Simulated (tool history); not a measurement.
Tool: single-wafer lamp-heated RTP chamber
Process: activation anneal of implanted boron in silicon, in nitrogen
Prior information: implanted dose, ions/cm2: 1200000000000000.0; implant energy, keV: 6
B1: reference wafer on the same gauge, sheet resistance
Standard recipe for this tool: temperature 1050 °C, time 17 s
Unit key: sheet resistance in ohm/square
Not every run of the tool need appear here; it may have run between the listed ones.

Run 1, hour 0.0: usual settings but time 13 s; B1 124.99. Result: sheet resistance 121.25 ohm/square.
At hour 81.0: pyrometer window cleaned and pyrometer calibrated.
Run 2, hour 87.3: usual settings but time 13 s; B1 125.26. Result: sheet resistance 124.21 ohm/square.
Run 3, hour 158.5: usual settings but time 20 s; B1 124.76. Result: sheet resistance 118.98 ohm/square.
Run 4, hour 247.5: usual settings but time 24 s; B1 124.87. Result: sheet resistance 116.26 ohm/square.
Run 5, hour 289.4: usual settings but time 24 s; B1 125.24. Result: sheet resistance 116.42 ohm/square.
Run 6, hour 344.5: usual settings but time 23 s; B1 125.05. Result: sheet resistance 116.07 ohm/square.
Run 7, hour 402.3: usual settings but time 23 s; B1 125.09. Result: sheet resistance 114.78 ohm/square.
Run 8, hour 445.6: usual settings but time 23 s; B1 124.89. Result: sheet resistance 115.25 ohm/square.
Run 9, hour 486.9: usual settings but temperature 1061 °C, time 9 s; B1 125.11. Result: sheet resistance 120.40 ohm/square.
At hour 503.2: pyrometer window cleaned and pyrometer calibrated.
Run 10, hour 614.7: usual settings but temperature 1025 °C, time 11 s; B1 125.04. Result: sheet resistance 137.14 ohm/square.
Run 11, hour 712.1: usual settings but temperature 1025 °C, time 11 s; B1 124.99. Result: sheet resistance 137.13 ohm/square.
At hour 728.9: reflector plate cleaned.
Run 12, hour 776.5: usual settings but temperature 1064 °C, time 24 s; B1 124.72. Result: sheet resistance 109.74 ohm/square.
Run 13, hour 825.6: usual settings but temperature 1073 °C, time 25 s; B1 124.96. Result: sheet resistance 106.98 ohm/square.
At hour 855.6: gauge calibrated.
Run 14, hour 932.6: usual settings but temperature 1038 °C, time 9 s; B1 125.23. Result: sheet resistance 130.76 ohm/square.
At hour 989.0: pyrometer window cleaned and pyrometer calibrated.
Run 15, hour 1005.2: usual settings; B1 124.91. Result: sheet resistance 119.43 ohm/square.
Run 16, hour 1080.9: usual settings but temperature 1025 °C, time 24 s; B1 124.99. Result: sheet resistance 128.03 ohm/square.
Run 17, hour 1139.3: usual settings but temperature 1066 °C; B1 125.06. Result: sheet resistance 112.55 ohm/square.
Run 18, hour 1190.5: usual settings but time 12 s; B1 125.01. Result: sheet resistance 123.38 ohm/square.
Run 19, hour 1286.0: usual settings but time 9 s; B1 124.96. Result: sheet resistance 127.07 ohm/square.

List, for all runs, the conditions of the tool that the log does not record:
wafer temperature error from the tarnished reflector plate, K: 0 on each run
gauge reads high (%): 0 on each run
H1: true wafer temperature minus pyrometer reading, K
run     H1
  1   6.53
  2  0.118
  3  0.366
  4   1.27
  5   1.92
  6   3.01
  7   4.41
  8   5.65
  9   6.97
 10    1.6
 11    2.9
 12   4.19
 13   5.41
 14   8.76
 15   1.24
 16   1.58
 17   2.17
 18   2.92
 19    4.9
